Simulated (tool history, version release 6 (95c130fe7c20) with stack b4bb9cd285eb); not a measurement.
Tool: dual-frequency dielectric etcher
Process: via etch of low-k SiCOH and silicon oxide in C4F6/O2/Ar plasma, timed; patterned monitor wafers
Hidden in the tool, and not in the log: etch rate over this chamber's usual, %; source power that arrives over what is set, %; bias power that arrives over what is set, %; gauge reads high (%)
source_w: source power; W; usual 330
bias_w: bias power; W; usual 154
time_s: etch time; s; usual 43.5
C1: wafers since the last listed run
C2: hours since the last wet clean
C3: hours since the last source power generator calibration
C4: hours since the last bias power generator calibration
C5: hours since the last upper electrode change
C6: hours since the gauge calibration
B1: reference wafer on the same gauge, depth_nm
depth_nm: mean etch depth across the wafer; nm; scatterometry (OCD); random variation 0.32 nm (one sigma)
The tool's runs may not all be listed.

{"run": 1, "hour": 0.0, "source_w": 330, "bias_w": 154, "time_s": 51, "C1": 0, "C2": 317.4, "C3": 3032.8, "C4": 1062.5, "C5": 96.8, "C6": 79.2, "B1": 73.9, "depth_nm": 103.8}
{"run": 2, "hour": 45.2, "source_w": 330, "bias_w": 154, "time_s": 43.5, "C1": 649, "C2": 362.6, "C3": 3078, "C4": 1107.7, "C5": 142, "C6": 124.4, "B1": 73.9, "depth_nm": 88.4}
{"run": 3, "hour": 122.7, "source_w": 330, "bias_w": 154, "time_s": 43.5, "C1": 1114, "C2": 440.1, "C3": 3155.5, "C4": 1185.2, "C5": 219.5, "C6": 201.9, "B1": 73.9, "depth_nm": 88.5}
{"run": 4, "hour": 188.7, "source_w": 330, "bias_w": 154, "time_s": 43.5, "C1": 948, "C2": 506.1, "C3": 3221.5, "C4": 1251.2, "C5": 285.5, "C6": 267.9, "B1": 73.8, "depth_nm": 87.8}
{"run": 5, "hour": 264.4, "source_w": 330, "bias_w": 154, "time_s": 43.5, "C1": 1088, "C2": 581.8, "C3": 3297.2, "C4": 1326.9, "C5": 361.2, "C6": 343.6, "B1": 73.9, "depth_nm": 87.2}
{"hour": 288.1, "done": "source power generator calibrated"}
{"run": 6, "hour": 319.4, "source_w": 270, "bias_w": 191, "time_s": 43.5, "C1": 733, "C2": 636.8, "C3": 31.3, "C4": 1381.9, "C5": 416.2, "C6": 398.6, "B1": 73.8, "depth_nm": 87.5}
{"run": 7, "hour": 423.6, "source_w": 360, "bias_w": 154, "time_s": 48, "C1": 1497, "C2": 741, "C3": 135.5, "C4": 1486.1, "C5": 520.4, "C6": 502.8, "B1": 73.9, "depth_nm": 98.4}
{"hour": 494.2, "done": "wet clean of the chamber"}
{"run": 8, "hour": 494.7, "source_w": 330, "bias_w": 124, "time_s": 53.5, "C1": 677, "C2": 0.5, "C3": 206.6, "C4": 1557.2, "C5": 591.5, "C6": 573.9, "B1": 74, "depth_nm": 103.6}
{"run": 9, "hour": 539.1, "source_w": 300, "bias_w": 120, "time_s": 32.5, "C1": 638, "C2": 44.9, "C3": 251, "C4": 1601.6, "C5": 635.9, "C6": 618.3, "B1": 73.9, "depth_nm": 60.8}
{"run": 10, "hour": 630.6, "source_w": 250, "bias_w": 118, "time_s": 43.5, "C1": 1315, "C2": 136.4, "C3": 342.5, "C4": 1693.1, "C5": 727.4, "C6": 709.8, "B1": 74, "depth_nm": 76.8}
{"run": 11, "hour": 735.4, "source_w": 330, "bias_w": 154, "time_s": 43.5, "C1": 1506, "C2": 241.2, "C3": 447.3, "C4": 1797.9, "C5": 832.2, "C6": 814.6, "B1": 74, "depth_nm": 88.5}
{"run": 12, "hour": 832.7, "source_w": 250, "bias_w": 136, "time_s": 48, "C1": 1398, "C2": 338.5, "C3": 544.6, "C4": 1895.2, "C5": 929.5, "C6": 911.9, "B1": 73.9, "depth_nm": 87.6}
{"run": 13, "hour": 915.5, "source_w": 330, "bias_w": 184, "time_s": 54, "C1": 1190, "C2": 421.3, "C3": 627.4, "C4": 1978, "C5": 1012.3, "C6": 994.7, "B1": 73.9, "depth_nm": 115.6}
{"run": 14, "hour": 985.5, "source_w": 330, "bias_w": 134, "time_s": 55.5, "C1": 1006, "C2": 491.3, "C3": 697.4, "C4": 2048, "C5": 1082.3, "C6": 1064.7, "B1": 74, "depth_nm": 107.4}
{"hour": 1305.0, "done": "wet clean of the chamber"}
{"run": 15, "hour": 1305.5, "source_w": 330, "bias_w": 121, "time_s": 53, "C1": 4255, "C2": 0.5, "C3": 1017.4, "C4": 2368, "C5": 1402.3, "C6": 1384.7, "B1": 73.9, "depth_nm": 102.5}
{"run": 16, "hour": 1355.5, "source_w": 280, "bias_w": 123, "time_s": 50, "C1": 718, "C2": 50.5, "C3": 1067.4, "C4": 2418, "C5": 1452.3, "C6": 1434.7, "B1": 73.9, "depth_nm": 92.7}
{"hour": 1427.4, "done": "bias power generator calibrated"}
{"run": 17, "hour": 1524.7, "source_w": 300, "bias_w": 141, "time_s": 43.5, "C1": 2374, "C2": 219.7, "C3": 1236.6, "C4": 97.3, "C5": 1621.5, "C6": 1603.9, "B1": 73.9, "depth_nm": 84.5}
{"run": 18, "hour": 1600.7, "source_w": 330, "bias_w": 134, "time_s": 55.5, "C1": 1092, "C2": 295.7, "C3": 1312.6, "C4": 173.3, "C5": 1697.5, "C6": 1679.9, "B1": 73.9, "depth_nm": 108.7}
{"run": 19, "hour": 1689.0, "source_w": 330, "bias_w": 165, "time_s": 33, "C1": 1269, "C2": 384, "C3": 1400.9, "C4": 261.6, "C5": 1785.8, "C6": 1768.2, "B1": 73.8, "depth_nm": 68.3}
{"run": 20, "hour": 1777.7, "source_w": 330, "bias_w": 154, "time_s": 43.5, "C1": 1275, "C2": 472.7, "C3": 1489.6, "C4": 350.3, "C5": 1874.5, "C6": 1856.9, "B1": 73.8, "depth_nm": 88}
{"run": 21, "hour": 1817.8, "source_w": 330, "bias_w": 154, "time_s": 43.5, "C1": 576, "C2": 512.8, "C3": 1529.7, "C4": 390.4, "C5": 1914.6, "C6": 1897, "B1": 73.9, "depth_nm": 88.2}
{"run": 22, "hour": 1880.0, "source_w": 330, "bias_w": 154, "time_s": 43.5, "C1": 894, "C2": 575, "C3": 1591.9, "C4": 452.6, "C5": 1976.8, "C6": 1959.2, "B1": 74, "depth_nm": 88}
{"hour": 1931.0, "done": "wet clean of the chamber"}
{"run": 23, "hour": 1953.6, "source_w": 380, "bias_w": 175, "time_s": 33, "C1": 713, "C2": 22.6, "C3": 1665.5, "C4": 526.2, "C5": 2050.4, "C6": 2032.8, "B1": 73.9, "depth_nm": 73.4}
{"run": 24, "hour": 2007.3, "source_w": 330, "bias_w": 164, "time_s": 43.5, "C1": 771, "C2": 76.3, "C3": 1719.2, "C4": 579.9, "C5": 2104.1, "C6": 2086.5, "B1": 73.8, "depth_nm": 91.5}
{"hour": 2036.0, "done": "gauge calibrated"}
{"run": 25, "hour": 2096.1, "source_w": 350, "bias_w": 154, "time_s": 49.5, "C1": 1276, "C2": 165.1, "C3": 1808, "C4": 668.7, "C5": 2192.9, "C6": 60.1, "B1": 73.9, "depth_nm": 103.6}
{"run": 26, "hour": 2195.2, "source_w": 400, "bias_w": 179, "time_s": 32.5, "C1": 1424, "C2": 264.2, "C3": 1907.1, "C4": 767.8, "C5": 2292, "C6": 159.2, "B1": 74, "depth_nm": 73.3}
{"run": 27, "hour": 2279.7, "source_w": 280, "bias_w": 171, "time_s": 37.5, "C1": 1214, "C2": 348.7, "C3": 1991.6, "C4": 852.3, "C5": 2376.5, "C6": 243.7, "B1": 74, "depth_nm": 75.3}
{"run": 28, "hour": 2322.3, "source_w": 400, "bias_w": 139, "time_s": 50, "C1": 612, "C2": 391.3, "C3": 2034.2, "C4": 894.9, "C5": 2419.1, "C6": 286.3, "B1": 73.9, "depth_nm": 104.4}

Hidden state or all else? Some run-to-run changes of depth_nm, split into what the settings, what came in and random variation would give without the hidden state, and what is left for the hidden state (with any gauge scatter that isn't in both results):
Run 7 -> 8: source_w 360 -> 330, bias_w 154 -> 124, time_s 48 -> 53.5, wet clean of the chamber. depth_nm +5.2 nm: hidden state +2.9, all else +2.3.
Run 8 -> 9: source_w 330 -> 300, bias_w 124 -> 120, time_s 53.5 -> 32.5. depth_nm -42.8 nm: hidden state +0, all else -42.8.
Run 14 -> 15: bias_w 134 -> 121, time_s 55.5 -> 53, wet clean of the chamber. depth_nm -4.9 nm: hidden state +2.2, all else -7.1.
Run 18 -> 19: bias_w 134 -> 165, time_s 55.5 -> 33. depth_nm -40.4 nm: hidden state +0.3, all else -40.7.
